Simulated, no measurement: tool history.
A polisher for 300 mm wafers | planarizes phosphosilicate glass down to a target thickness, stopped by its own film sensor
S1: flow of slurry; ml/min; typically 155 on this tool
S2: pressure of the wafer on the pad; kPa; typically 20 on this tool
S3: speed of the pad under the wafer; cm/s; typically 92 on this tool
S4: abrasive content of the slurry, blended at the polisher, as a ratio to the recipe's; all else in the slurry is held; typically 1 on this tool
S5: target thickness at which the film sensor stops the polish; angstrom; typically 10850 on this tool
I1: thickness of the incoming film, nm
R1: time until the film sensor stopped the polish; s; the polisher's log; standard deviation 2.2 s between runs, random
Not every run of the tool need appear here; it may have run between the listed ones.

{"run": 1, "hour": 0.0, "S1": 155, "S2": 20, "S3": 92, "S4": 1, "S5": 10850, "I1": 1956.7, "R1": 141.3}
{"run": 2, "hour": 6.4, "S1": 155, "S2": 20, "S3": 92, "S4": 1, "S5": 10850, "I1": 1948.1, "R1": 142.2}
{"run": 3, "hour": 22.2, "S1": 155, "S2": 20, "S3": 92, "S4": 1, "S5": 10850, "I1": 1965.4, "R1": 146.4}
{"hour": 41.7, "done": "slurry blender recalibrated"}
{"hour": 43.9, "done": "conditioning disc replaced and pad reconditioned"}
{"run": 4, "hour": 50.3, "S1": 155, "S2": 20, "S3": 92, "S4": 1, "S5": 10850, "I1": 1959.6, "R1": 116.2}
{"run": 5, "hour": 67.5, "S1": 155, "S2": 20, "S3": 92, "S4": 1, "S5": 10850, "I1": 1954.3, "R1": 123}
{"run": 6, "hour": 76.6, "S1": 155, "S2": 20, "S3": 92, "S4": 1, "S5": 10850, "I1": 1959.9, "R1": 124.3}
{"run": 7, "hour": 94.6, "S1": 155, "S2": 20, "S3": 92, "S4": 1, "S5": 10850, "I1": 1928.8, "R1": 127}
{"run": 8, "hour": 102.8, "S1": 155, "S2": 20, "S3": 92, "S4": 1, "S5": 10850, "I1": 1942, "R1": 130.3}
{"run": 9, "hour": 111.6, "S1": 155, "S2": 20, "S3": 92, "S4": 1.15, "S5": 10850, "I1": 1968.5, "R1": 129.4}
{"run": 10, "hour": 128.7, "S1": 155, "S2": 20, "S3": 92, "S4": 1.15, "S5": 10850, "I1": 1980.8, "R1": 126}
{"hour": 140.1, "done": "worn pad replaced by a new one"}
{"run": 11, "hour": 173.2, "S1": 155, "S2": 20, "S3": 92, "S4": 1.15, "S5": 10850, "I1": 1984.2, "R1": 133.7}
{"hour": 186.9, "done": "slurry nozzle cleaned"}
{"run": 12, "hour": 188.7, "S1": 155, "S2": 20, "S3": 92, "S4": 0.9, "S5": 10850, "I1": 1938.9, "R1": 147}
{"hour": 210.4, "done": "slurry blender recalibrated"}
{"hour": 217.3, "done": "conditioning disc replaced and pad reconditioned"}
{"run": 13, "hour": 225.9, "S1": 200, "S2": 20, "S3": 92, "S4": 1, "S5": 10850, "I1": 1950.5, "R1": 119.6}
{"run": 14, "hour": 243.4, "S1": 155, "S2": 20, "S3": 92, "S4": 1, "S5": 10850, "I1": 1947.7, "R1": 128.2}
{"run": 15, "hour": 292.3, "S1": 155, "S2": 20, "S3": 92, "S4": 1, "S5": 10850, "I1": 1951, "R1": 137}
{"run": 16, "hour": 304.7, "S1": 155, "S2": 26.9, "S3": 80, "S4": 1, "S5": 10850, "I1": 1986.4, "R1": 120.3}
{"run": 17, "hour": 316.5, "S1": 155, "S2": 20, "S3": 92, "S4": 1.2, "S5": 10850, "I1": 1955.2, "R1": 132.3}
{"hour": 324.0, "done": "worn pad replaced by a new one"}
{"run": 18, "hour": 325.8, "S1": 155, "S2": 20, "S3": 92, "S4": 1, "S5": 10850, "I1": 1981, "R1": 148.2}
{"hour": 333.8, "done": "head pressure recalibrated"}
{"run": 19, "hour": 335.9, "S1": 185, "S2": 20, "S3": 92, "S4": 1, "S5": 10850, "I1": 1973.4, "R1": 141.3}
{"run": 20, "hour": 350.8, "S1": 180, "S2": 20, "S3": 92, "S4": 1, "S5": 8260, "I1": 1955.6, "R1": 180.9}
{"run": 21, "hour": 365.0, "S1": 200, "S2": 20, "S3": 92, "S4": 1, "S5": 10850, "I1": 1923.9, "R1": 137}
{"run": 22, "hour": 382.0, "S1": 200, "S2": 20, "S3": 92, "S4": 1, "S5": 10850, "I1": 1940.9, "R1": 139.4}
{"hour": 394.0, "done": "conditioning disc replaced and pad reconditioned"}
{"run": 23, "hour": 395.4, "S1": 110, "S2": 20, "S3": 70, "S4": 1, "S5": 12030, "I1": 1943.1, "R1": 167.1}
{"hour": 400.9, "done": "slurry blender recalibrated"}
{"run": 24, "hour": 406.2, "S1": 155, "S2": 22.8, "S3": 102, "S4": 0.85, "S5": 11880, "I1": 1920.8, "R1": 88.9}
{"run": 25, "hour": 422.9, "S1": 155, "S2": 20, "S3": 82, "S4": 0.9, "S5": 10850, "I1": 1936.3, "R1": 136.8}

Below are 3 alternative next runs, each starting from the tool's condition after run 25. Predict each:
{"run": "A", "hour": 423.4, "S1": 155, "S2": 20, "S3": 92, "S4": 1, "S5": 8920, "I1": 1935.5, "R1": "?"}
{"run": "B", "hour": 423.4, "S1": 135, "S2": 26.2, "S3": 68, "S4": 1, "S5": 10850, "I1": 1935.5, "R1": "?"}
{"run": "C", "hour": 423.4, "S1": 155, "S2": 25.5, "S3": 92, "S4": 1, "S5": 10850, "I1": 1935.5, "R1": "?"}

run=A R1=144.5
run=B R1=115.4
run=C R1=92.3
What these runs would have given with no unlogged condition in the tool:
run=A R1=136.9
run=B R1=109.2
run=C R1=87.4
